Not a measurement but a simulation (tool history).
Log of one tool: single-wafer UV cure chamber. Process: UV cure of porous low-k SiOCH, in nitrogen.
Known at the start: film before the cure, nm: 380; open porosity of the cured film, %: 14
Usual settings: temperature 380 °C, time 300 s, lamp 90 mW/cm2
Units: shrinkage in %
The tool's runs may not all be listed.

run,hour,temperature,time,lamp,wafers since the last listed run,hours since the UV bulbs were replaced,wafers since the quartz window was cleaned,shrinkage
1,0.0,380,200,90,0,1212.6,1477,7.467
2,34.7,380,300,90,238,1247.3,1715,8.988
3,82.5,380,300,90,327,1295.1,2043,9.033
4,147.7,380,300,90,447,1360.3,2491,8.951
5,204.6,380,300,90,390,1417.2,2881,8.677
6,275.7,380,300,90,487,1488.3,3369,8.809
7,306.8,380,300,90,213,1519.4,3582,8.694
# hour 321.2: quartz window cleaned
8,358.2,380,300,90,297,1570.8,253,9.583
9,426.2,380,300,90,466,1638.8,720,9.253
10,467.4,380,300,90,282,1680.0,1002,8.942
11,519.2,380,415,90,355,1731.8,1358,10.365
12,565.1,380,415,90,314,1777.7,1672,10.091
13,619.0,380,300,107,369,1831.6,2042,9.497
14,676.5,380,300,90,394,1889.1,2437,8.651
15,718.3,380,300,90,286,1930.9,2723,8.594
16,752.5,392,300,72,234,1965.1,2958,7.847
17,810.1,380,300,90,395,2022.7,3353,8.397
# hour 878.5: quartz window cleaned
18,879.0,380,250,64,417,2091.6,3,7.314
19,908.3,380,250,64,200,2120.9,204,7.343
20,971.4,380,250,64,432,2184.0,637,6.957
21,1035.7,380,300,90,441,2248.3,1078,8.616
22,1099.6,380,300,90,438,2312.2,1516,8.659
23,1161.9,380,300,90,427,2374.5,1944,8.569
24,1189.0,380,145,90,185,2401.6,2129,5.798
25,1237.0,397,435,110,329,2449.6,2459,11.177
26,1292.8,380,300,108,382,2505.4,2841,9.281
# hour 1331.6: quartz window cleaned
27,1348.3,380,300,90,325,2560.9,114,9.065
28,1413.6,380,300,90,447,2626.2,562,8.647
29,1480.5,392,300,90,458,2693.1,1021,8.758
30,1659.2,369,215,77,1225,2871.8,2246,5.980
31,1720.7,380,365,100,421,2933.3,2668,9.128
32,1775.8,380,300,107,377,2988.4,3046,8.703
# hour 1800.8: UV bulbs replaced
33,1831.5,395,350,90,327,30.7,3373,10.224
34,1882.7,368,300,69,351,81.9,3725,8.068
35,1907.5,380,300,101,170,106.7,3895,9.613
# hour 1919.2: quartz window cleaned
36,1968.9,369,300,120,366,168.1,340,11.083
37,2034.2,380,300,90,447,233.4,788,9.832
38,2103.2,380,445,90,473,302.4,1261,11.226
39,2138.0,380,300,107,238,337.2,1500,10.290
40,2177.4,380,405,90,270,376.6,1770,10.695
41,2372.5,380,300,101,1338,571.7,3109,9.733
42,2398.8,362,475,101,180,598.0,3289,11.355
# hour 2421.4: quartz window cleaned
43,2427.6,366,300,114,142,626.8,42,10.625
44,2497.8,392,460,126,481,697.0,523,13.189
45,2555.3,380,300,90,394,754.5,918,9.319
46,2582.6,386,300,90,187,781.8,1105,9.481

How the hidden state differs across the entries between the runs, from the last listed run before each to the first after it:
Between runs 7 and 8: quartz window cleaned (hour 321.2)
  lamp output below its setpoint, %: 14.7 -> 15.2; transmission lost against a clean window, %: 22.9 -> 5.57
  measured less the result without the state, shrinkage: -1.720 -> -0.934 %
Between runs 17 and 18: quartz window cleaned (hour 878.5)
  lamp output below its setpoint, %: 19.5 -> 20.2; transmission lost against a clean window, %: 21.3 -> 0.625
  measured less the result without the state, shrinkage: -1.837 -> -0.884 %
Between runs 26 and 27: quartz window cleaned (hour 1331.6)
  lamp output below its setpoint, %: 24.1 -> 24.7; transmission lost against a clean window, %: 19.7 -> 5.47
  measured less the result without the state, shrinkage: -2.109 -> -1.409 %
Between runs 32 and 33: UV bulbs replaced (hour 1800.8)
  lamp output below its setpoint, %: 28.8 -> 1.72; transmission lost against a clean window, %: 23 -> 23.4
  measured less the result without the state, shrinkage: -2.499 -> -1.221 %
Between runs 35 and 36: quartz window cleaned (hour 1919.2)
  lamp output below its setpoint, %: 2.45 -> 3.03; transmission lost against a clean window, %: 23.8 -> 5.32
  measured less the result without the state, shrinkage: -1.241 -> -0.368 %
Between runs 42 and 43: quartz window cleaned (hour 2421.4)
  lamp output below its setpoint, %: 7.13 -> 7.41; transmission lost against a clean window, %: 19.8 -> 2.93
  measured less the result without the state, shrinkage: -1.296 -> -0.452 %

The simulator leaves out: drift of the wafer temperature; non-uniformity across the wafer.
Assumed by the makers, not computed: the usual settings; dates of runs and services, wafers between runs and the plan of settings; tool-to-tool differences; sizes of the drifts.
